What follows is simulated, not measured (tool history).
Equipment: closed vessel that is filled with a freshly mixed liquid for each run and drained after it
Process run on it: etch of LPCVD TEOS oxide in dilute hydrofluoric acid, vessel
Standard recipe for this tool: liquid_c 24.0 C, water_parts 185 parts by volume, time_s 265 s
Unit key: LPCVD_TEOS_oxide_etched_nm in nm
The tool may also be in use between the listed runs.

| run | day | liquid_c | water_parts | time_s | read-back film thickness of the LPCVD TEOS oxide reference wafer, read on the same gauge (nm) | LPCVD_TEOS_oxide_etched_nm |
|---|---|---|---|---|---|---|
| 1 | 0.000 | 24.0 | 185 | 265 | 130.75 | 32.79 |
| 2 | 1.967 | 24.0 | 185 | 265 | 131.01 | 32.99 |
|  | 3.221 | thermometer replaced |
| 3 | 4.396 | 24.0 | 185 | 265 | 131.30 | 32.94 |
| 4 | 7.267 | 21.5 | 150 | 265 | 131.59 | 38.47 |
| 5 | 8.758 | 21.5 | 150 | 265 | 131.71 | 38.70 |
| 6 | 10.600 | 21.5 | 150 | 265 | 131.86 | 38.46 |
| 7 | 12.392 | 24.0 | 185 | 265 | 132.01 | 33.28 |
| 8 | 18.254 | 24.0 | 185 | 265 | 132.31 | 33.12 |
| 9 | 19.475 | 24.0 | 185 | 265 | 132.37 | 33.06 |
|  | 21.967 | hydrofluoric acid flow meter replaced |
| 10 | 22.217 | 24.0 | 185 | 265 | 132.48 | 33.14 |
| 11 | 25.004 | 24.0 | 185 | 265 | 132.52 | 33.27 |
| 12 | 27.038 | 22.5 | 185 | 265 | 132.57 | 31.40 |
| 13 | 28.088 | 22.5 | 185 | 265 | 132.59 | 31.53 |
| 14 | 29.500 | 20.0 | 210 | 265 | 132.66 | 24.48 |
| 15 | 31.458 | 24.0 | 185 | 265 | 132.65 | 33.16 |
| 16 | 34.008 | 27.0 | 130 | 345 | 132.72 | 73.79 |
|  | 35.879 | thermometer replaced |
| 17 | 36.071 | 24.0 | 235 | 220 | 132.75 | 20.49 |
| 18 | 37.333 | 24.0 | 185 | 265 | 132.76 | 33.15 |
| 19 | 38.554 | 24.0 | 115 | 110 | 132.80 | 24.23 |
|  | 39.825 | gauge calibrated |
| 20 | 45.692 | 27.0 | 140 | 335 | 130.95 | 64.70 |
| 21 | 47.554 | 24.0 | 185 | 265 | 131.13 | 32.91 |
| 22 | 49.088 | 24.0 | 185 | 265 | 131.31 | 33.08 |
| 23 | 51.371 | 24.0 | 230 | 385 | 131.48 | 36.81 |
| 24 | 53.542 | 27.5 | 240 | 220 | 131.63 | 22.51 |
| 25 | 55.250 | 24.0 | 185 | 265 | 131.76 | 33.24 |
| 26 | 57.075 | 26.0 | 185 | 310 | 131.88 | 41.73 |

4 ways to go on from here, each from the tool as it stands after run 26. What would each give?
| A | 57.104 | 24.0 | 215 | 265 | ? | ? |
| B | 57.104 | 19.0 | 95 | 265 | ? | ? |
| C | 57.104 | 24.0 | 95 | 130 | ? | ? |
| D | 57.104 | 21.0 | 100 | 330 | ? | ? |

| run | read-back film thickness of the LPCVD TEOS oxide reference wafer, read on the same gauge (nm) | LPCVD_TEOS_oxide_etched_nm |
|---|---|---|
| A | 131.90 | 27.69 |
| B | 131.90 | 58.63 |
| C | 131.90 | 35.25 |
| D | 131.90 | 74.89 |
Stripped of hidden state, with their random variation kept, the same runs would have yielded:
| run | LPCVD_TEOS_oxide_etched_nm |
|---|---|
| A | 27.30 |
| B | 57.80 |
| C | 34.75 |
| D | 73.82 |

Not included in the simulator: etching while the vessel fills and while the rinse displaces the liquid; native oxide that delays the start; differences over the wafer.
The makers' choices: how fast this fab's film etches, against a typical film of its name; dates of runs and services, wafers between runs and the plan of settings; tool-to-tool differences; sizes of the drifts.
